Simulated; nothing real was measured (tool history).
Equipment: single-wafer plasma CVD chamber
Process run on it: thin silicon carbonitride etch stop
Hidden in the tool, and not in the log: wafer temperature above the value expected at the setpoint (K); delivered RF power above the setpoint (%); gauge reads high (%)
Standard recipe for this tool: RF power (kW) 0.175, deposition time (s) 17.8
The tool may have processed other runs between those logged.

| run | hour | RF power (kW) | deposition time (s) | wafers since the last listed run | hours since the last thermocouple change | hours since the last RF generator calibration | hours since the showerhead was replaced | hours since the gauge calibration | read-back reference wafer on the same gauge, thickness_nm | mean film thickness on the monitor wafer (Å) |
|---|---|---|---|---|---|---|---|---|---|---|
| 1 | 0.0 | 0.175 | 17.8 | 0 | 1088.5 | 1776.2 | 2938.5 | 507.3 | 11.556 | 96.82 |
| 2 | 40.8 | 0.185 | 19.6 | 918 | 1129.3 | 1817.0 | 2979.3 | 548.1 | 11.548 | 108.51 |
| 3 | 82.5 | 0.185 | 19.6 | 938 | 1171.0 | 1858.7 | 3021.0 | 589.8 | 11.554 | 108.48 |
| 4 | 153.5 | 0.185 | 19.6 | 1598 | 1242.0 | 1929.7 | 3092.0 | 660.8 | 11.533 | 108.39 |
| 5 | 198.9 | 0.175 | 20.6 | 1021 | 1287.4 | 1975.1 | 3137.4 | 706.2 | 11.521 | 112.11 |
| 6 | 262.9 | 0.175 | 20.6 | 1440 | 1351.4 | 2039.1 | 3201.4 | 770.2 | 11.538 | 111.60 |
| 7 | 290.6 | 0.175 | 19.6 | 623 | 1379.1 | 2066.8 | 3229.1 | 797.9 | 11.549 | 106.44 |
| 8 | 331.7 | 0.175 | 19.6 | 925 | 1420.2 | 2107.9 | 3270.2 | 839.0 | 11.544 | 105.88 |
| 9 | 392.9 | 0.175 | 15.1 | 1377 | 1481.4 | 2169.1 | 3331.4 | 900.2 | 11.560 | 81.67 |
| 10 | 433.4 | 0.175 | 15.1 | 911 | 1521.9 | 2209.6 | 3371.9 | 940.7 | 11.553 | 81.65 |
| 11 | 478.3 | 0.175 | 15.1 | 1010 | 1566.8 | 2254.5 | 3416.8 | 985.6 | 11.540 | 80.85 |
| 12 | 543.7 | 0.175 | 17.8 | 1472 | 1632.2 | 2319.9 | 3482.2 | 1051.0 | 11.544 | 95.91 |
| 13 | 601.4 | 0.175 | 17.8 | 1298 | 1689.9 | 2377.6 | 3539.9 | 1108.7 | 11.533 | 95.83 |
| 14 | 638.5 | 0.175 | 17.8 | 835 | 1727.0 | 2414.7 | 3577.0 | 1145.8 | 11.540 | 95.55 |
| 15 | 672.3 | 0.175 | 17.8 | 760 | 1760.8 | 2448.5 | 3610.8 | 1179.6 | 11.530 | 95.62 |
| 16 | 697.8 | 0.175 | 17.8 | 573 | 1786.3 | 2474.0 | 3636.3 | 1205.1 | 11.573 | 96.01 |
| 17 | 732.4 | 0.170 | 18.5 | 778 | 1820.9 | 2508.6 | 3670.9 | 1239.7 | 11.541 | 98.95 |

Run 18 comes next. What will it give?
| 18 | 802.7 | 0.175 | 16.8 | 1582 | 1891.2 | 2578.9 | 3741.2 | 1310.0 | ? | ? |

{"run 18": {"read-back reference wafer on the same gauge, thickness_nm": 11.53, "mean film thickness on the monitor wafer (Å)": 90.51}}
Take away the tool's hidden state, keep the run-to-run variation as it was, and the same run would have given mean film thickness on the monitor wafer (Å) 93.24.
